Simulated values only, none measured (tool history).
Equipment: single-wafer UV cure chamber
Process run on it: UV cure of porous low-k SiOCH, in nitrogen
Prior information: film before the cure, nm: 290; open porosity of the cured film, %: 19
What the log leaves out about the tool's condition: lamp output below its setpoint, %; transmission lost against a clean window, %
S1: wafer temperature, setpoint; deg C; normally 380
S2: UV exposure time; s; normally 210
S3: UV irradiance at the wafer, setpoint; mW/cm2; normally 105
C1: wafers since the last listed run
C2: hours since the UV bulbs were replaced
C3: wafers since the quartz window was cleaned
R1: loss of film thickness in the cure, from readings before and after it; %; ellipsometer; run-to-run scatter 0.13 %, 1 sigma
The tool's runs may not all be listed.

run   hour   S1   S2   S3   C1      C2    C3      R1
  1      0  380  210  105    0  3003.7  1643  10.348
  2     11  380  210  105   88  3014.7  1732  10.151
  3   21.3  380  210  105   83    3025  1815  10.308
  4   31.9  380  210  105   85  3035.6  1901   9.965
  5   40.2  380  210  105   67  3043.9  1968  10.282
  6   53.9  380  210  105  110  3057.6  2078  10.257
  7   65.8  380  210  105   96  3069.5  2174  10.043
  8   98.2  380  210  105  261  3101.9  2436  10.151
     107.1  -- UV bulbs replaced
  9  115.3  380  210  105   73     8.2  2510  10.001
     125.1  -- quartz window cleaned
 10  133.2  400  210   74   79    26.1    65    9.74
 11  150.8  380  155  105  142    43.7   207   9.448
 12  166.6  380  175  105  127    59.5   334  10.069
 13  197.8  380  210  105  251    90.7   586  10.613
 14    205  380  210  105   58    97.9   644  10.564
 15  211.3  380  290  105   50   104.2   695  11.988
 16  221.1  380  320  121   79     114   774  13.218
 17  232.8  398  320   70   94   125.7   869  10.612

Each row is a separate what-if for the run after 17, all from the same tool condition, not one after another. Results?
  A  233.3  380  210  105   4  126.2  873   ?
  B  233.3  380  260  105   4  126.2  873   ?
  C  233.3  397  295   69   4  126.2  873   ?
  D  233.3  380  210  136   4  126.2  873   ?

run      R1
  A  10.614
  B  11.574
  C   10.56
  D  11.779
Stripped of hidden state, with their random variation kept, the same runs would have yielded:
run      R1
  A  11.221
  B  12.196
  C  11.165
  D  12.405
